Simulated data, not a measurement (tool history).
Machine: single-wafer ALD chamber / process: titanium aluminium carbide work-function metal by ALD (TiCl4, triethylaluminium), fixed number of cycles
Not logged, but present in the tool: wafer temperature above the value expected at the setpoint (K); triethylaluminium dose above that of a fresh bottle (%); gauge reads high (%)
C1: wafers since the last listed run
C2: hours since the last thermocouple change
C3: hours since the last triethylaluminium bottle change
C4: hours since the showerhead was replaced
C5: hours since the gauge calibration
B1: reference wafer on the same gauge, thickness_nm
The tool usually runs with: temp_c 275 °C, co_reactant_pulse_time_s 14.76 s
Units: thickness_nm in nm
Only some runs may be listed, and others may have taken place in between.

Run 1, hour 0.0: usual settings but temp_c 268 °C; C1 0; C2 1028.4; C3 496.5; C4 3607.1; C5 1101.3; B1 2.019. Result: thickness_nm 1.765 nm.
Run 2, hour 73.9: usual settings but temp_c 268 °C; C1 966; C2 1102.3; C3 570.4; C4 3681.0; C5 1175.2; B1 2.017. Result: thickness_nm 1.761 nm.
At hour 77.7: gauge calibrated.
Run 3, hour 108.6: usual settings but temp_c 268 °C; C1 454; C2 1137.0; C3 605.1; C4 3715.7; C5 30.9; B1 2.022. Result: thickness_nm 1.773 nm.
Run 4, hour 142.9: usual settings; C1 448; C2 1171.3; C3 639.4; C4 3750.0; C5 65.2; B1 2.018. Result: thickness_nm 1.823 nm.
Run 5, hour 173.4: usual settings; C1 399; C2 1201.8; C3 669.9; C4 3780.5; C5 95.7; B1 2.018. Result: thickness_nm 1.831 nm.
Run 6, hour 190.5: usual settings; C1 223; C2 1218.9; C3 687.0; C4 3797.6; C5 112.8; B1 2.020. Result: thickness_nm 1.828 nm.
Run 7, hour 203.5: usual settings but co_reactant_pulse_time_s 10.09 s; C1 170; C2 1231.9; C3 700.0; C4 3810.6; C5 125.8; B1 2.021. Result: thickness_nm 1.797 nm.
Run 8, hour 220.0: usual settings; C1 215; C2 1248.4; C3 716.5; C4 3827.1; C5 142.3; B1 2.018. Result: thickness_nm 1.827 nm.
Run 9, hour 243.8: usual settings but temp_c 288 °C, co_reactant_pulse_time_s 10.22 s; C1 311; C2 1272.2; C3 740.3; C4 3850.9; C5 166.1; B1 2.018. Result: thickness_nm 1.902 nm.
Run 10, hour 279.7: usual settings but temp_c 290 °C, co_reactant_pulse_time_s 10.05 s; C1 469; C2 1308.1; C3 776.2; C4 3886.8; C5 202.0; B1 2.021. Result: thickness_nm 1.912 nm.
Run 11, hour 308.2: usual settings but temp_c 288 °C; C1 372; C2 1336.6; C3 804.7; C4 3915.3; C5 230.5; B1 2.020. Result: thickness_nm 1.943 nm.
At hour 330.7: showerhead replaced.
Run 12, hour 340.4: usual settings; C1 316; C2 1368.8; C3 836.9; C4 9.7; C5 262.7; B1 2.021. Result: thickness_nm 1.827 nm.
Run 13, hour 353.9: usual settings; C1 176; C2 1382.3; C3 850.4; C4 23.2; C5 276.2; B1 2.018. Result: thickness_nm 1.835 nm.
Run 14, hour 378.8: usual settings but temp_c 264 °C, co_reactant_pulse_time_s 18.21 s; C1 325; C2 1407.2; C3 875.3; C4 48.1; C5 301.1; B1 2.019. Result: thickness_nm 1.737 nm.
Run 15, hour 397.9: usual settings; C1 249; C2 1426.3; C3 894.4; C4 67.2; C5 320.2; B1 2.019. Result: thickness_nm 1.823 nm.
Run 16, hour 419.3: usual settings but temp_c 263 °C, co_reactant_pulse_time_s 12.82 s; C1 279; C2 1447.7; C3 915.8; C4 88.6; C5 341.6; B1 2.021. Result: thickness_nm 1.708 nm.
At hour 440.4: triethylaluminium bottle replaced.
Run 17, hour 450.8: usual settings but co_reactant_pulse_time_s 17.52 s; C1 307; C2 1479.2; C3 10.4; C4 120.1; C5 373.1; B1 2.023. Result: thickness_nm 1.828 nm.
Run 18, hour 480.0: usual settings but temp_c 263 °C, co_reactant_pulse_time_s 8.97 s; C1 382; C2 1508.4; C3 39.6; C4 149.3; C5 402.3; B1 2.021. Result: thickness_nm 1.671 nm.
At hour 492.9: thermocouple changed; heater temperature recalibrated.
Run 19, hour 504.8: usual settings but temp_c 285 °C; C1 219; C2 11.9; C3 64.4; C4 174.1; C5 427.1; B1 2.017. Result: thickness_nm 1.924 nm.
Run 20, hour 538.8: usual settings but temp_c 279 °C, co_reactant_pulse_time_s 19.53 s; C1 444; C2 45.9; C3 98.4; C4 208.1; C5 461.1; B1 2.022. Result: thickness_nm 1.865 nm.
Run 21, hour 567.4: usual settings but temp_c 280 °C; C1 374; C2 74.5; C3 127.0; C4 236.7; C5 489.7; B1 2.014. Result: thickness_nm 1.874 nm.
Run 22, hour 600.6: usual settings but temp_c 261 °C, co_reactant_pulse_time_s 19.17 s; C1 434; C2 107.7; C3 160.2; C4 269.9; C5 522.9; B1 2.022. Result: thickness_nm 1.717 nm.
Run 23, hour 634.5: usual settings but temp_c 261 °C, co_reactant_pulse_time_s 18.36 s; C1 443; C2 141.6; C3 194.1; C4 303.8; C5 556.8; B1 2.020. Result: thickness_nm 1.705 nm.
Run 24, hour 695.4: usual settings; C1 796; C2 202.5; C3 255.0; C4 364.7; C5 617.7; B1 2.020. Result: thickness_nm 1.829 nm.
Run 25, hour 720.7: usual settings but co_reactant_pulse_time_s 11.23 s; C1 331; C2 227.8; C3 280.3; C4 390.0; C5 643.0; B1 2.023. Result: thickness_nm 1.811 nm.
Run 26, hour 740.6: usual settings but temp_c 280 °C, co_reactant_pulse_time_s 16.51 s; C1 260; C2 247.7; C3 300.2; C4 409.9; C5 662.9; B1 2.021. Result: thickness_nm 1.857 nm.
Run 27, hour 774.6: usual settings; C1 444; C2 281.7; C3 334.2; C4 443.9; C5 696.9; B1 2.018. Result: thickness_nm 1.815 nm.
Run 28, hour 788.4: usual settings but temp_c 286 °C, co_reactant_pulse_time_s 19.66 s; C1 180; C2 295.5; C3 348.0; C4 457.7; C5 710.7; B1 2.020. Result: thickness_nm 1.932 nm.
Run 29, hour 809.6: usual settings; C1 277; C2 316.7; C3 369.2; C4 478.9; C5 731.9; B1 2.016. Result: thickness_nm 1.833 nm.
Run 30, hour 835.3: usual settings but co_reactant_pulse_time_s 12.66 s; C1 336; C2 342.4; C3 394.9; C4 504.6; C5 757.6; B1 2.015. Result: thickness_nm 1.823 nm.
Run 31, hour 851.8: usual settings but temp_c 263 °C, co_reactant_pulse_time_s 9.04 s; C1 215; C2 358.9; C3 411.4; C4 521.1; C5 774.1; B1 2.022. Result: thickness_nm 1.685 nm.
Run 32, hour 874.6: usual settings but temp_c 286 °C, co_reactant_pulse_time_s 17.56 s; C1 298; C2 381.7; C3 434.2; C4 543.9; C5 796.9; B1 2.021. Result: thickness_nm 1.933 nm.

Run-by-run hidden state of the tool:
wafer temperature above the value expected at the setpoint (K): 0 across all the runs
triethylaluminium dose above that of a fresh bottle (%): 0 across all the runs
gauge reads high (%): 0 across all the runs
